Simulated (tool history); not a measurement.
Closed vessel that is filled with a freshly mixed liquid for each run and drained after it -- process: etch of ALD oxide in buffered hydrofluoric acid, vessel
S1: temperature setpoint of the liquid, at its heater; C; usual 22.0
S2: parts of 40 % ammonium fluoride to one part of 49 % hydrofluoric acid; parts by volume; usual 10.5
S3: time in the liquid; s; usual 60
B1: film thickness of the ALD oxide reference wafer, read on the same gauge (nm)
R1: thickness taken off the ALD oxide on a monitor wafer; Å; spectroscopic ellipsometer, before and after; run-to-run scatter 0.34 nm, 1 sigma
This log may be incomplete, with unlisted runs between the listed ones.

run,hour,S1,S2,S3,B1,R1
1,0.0,22.0,12.0,35,98.42,421.1
# hour 7.2: thermometer replaced
2,51.7,22.0,12.0,35,98.31,422.1
3,99.8,22.0,10.5,40,98.20,550.1
4,140.8,22.0,10.5,40,98.13,547.1
5,279.0,22.0,10.5,60,97.77,818.3
6,316.1,22.0,13.0,60,97.65,664.7
# hour 365.3: hydrofluoric acid flow meter replaced
7,379.8,22.0,9.5,60,97.48,887.7
8,442.6,22.0,10.5,50,97.28,681.0
# hour 462.1: thermometer replaced
9,475.5,22.0,8.5,60,97.18,969.6
10,507.0,22.0,8.5,60,97.10,963.7
11,566.8,22.0,8.5,60,96.87,970.2
12,633.8,22.0,10.5,60,96.65,810.9
13,688.2,22.0,10.5,30,96.48,404.1
14,743.1,22.0,6.5,35,96.26,732.4
15,771.8,17.5,10.5,50,96.15,517.6
16,830.9,20.0,10.5,60,95.97,722.0
17,867.0,22.0,10.5,60,95.79,798.9
18,894.8,22.0,10.5,40,95.70,534.0
# hour 905.9: thermometer replaced
# hour 939.3: gauge calibrated
19,1106.3,19.5,9.0,45,99.99,606.6
20,1141.1,22.0,10.5,35,99.99,487.1
21,1167.3,19.0,10.5,35,99.98,409.0
22,1207.4,20.5,10.5,50,99.94,640.4
23,1239.0,22.0,10.5,60,99.92,830.4
24,1281.0,26.5,10.5,60,99.90,1065.7
25,1324.7,22.0,14.0,85,99.87,894.6
26,1378.2,17.0,14.5,75,99.82,576.6
27,1404.0,19.5,7.5,85,99.81,1393.0
28,1474.5,22.0,10.5,60,99.71,831.7
# hour 1479.0: thermometer replaced
# hour 1497.4: hydrofluoric acid flow meter replaced
29,1503.2,22.0,10.5,60,99.72,833.2
30,1547.4,25.5,8.0,45,99.65,962.1
31,1614.0,17.5,12.5,60,99.55,544.2
32,1733.8,22.0,7.5,50,99.37,948.8
33,1766.2,17.5,10.5,30,99.31,325.1

What if the next run were any one of these 5? Each begins from the tool's condition after run 33:
A,1766.9,22.0,12.0,60,?,?
B,1766.9,24.0,7.5,50,?,?
C,1766.9,22.0,6.5,60,?,?
D,1766.9,19.5,10.5,60,?,?
E,1766.9,25.5,6.5,50,?,?

run,B1,R1
A,99.32,732.0
B,99.32,1058.8
C,99.32,1308.1
D,99.32,725.5
E,99.32,1319.3
The same runs, with their run-to-run variation unchanged, on a tool lacking any hidden condition would have given:
run,R1
A,737.0
B,1066.0
C,1317.0
D,730.4
E,1328.3
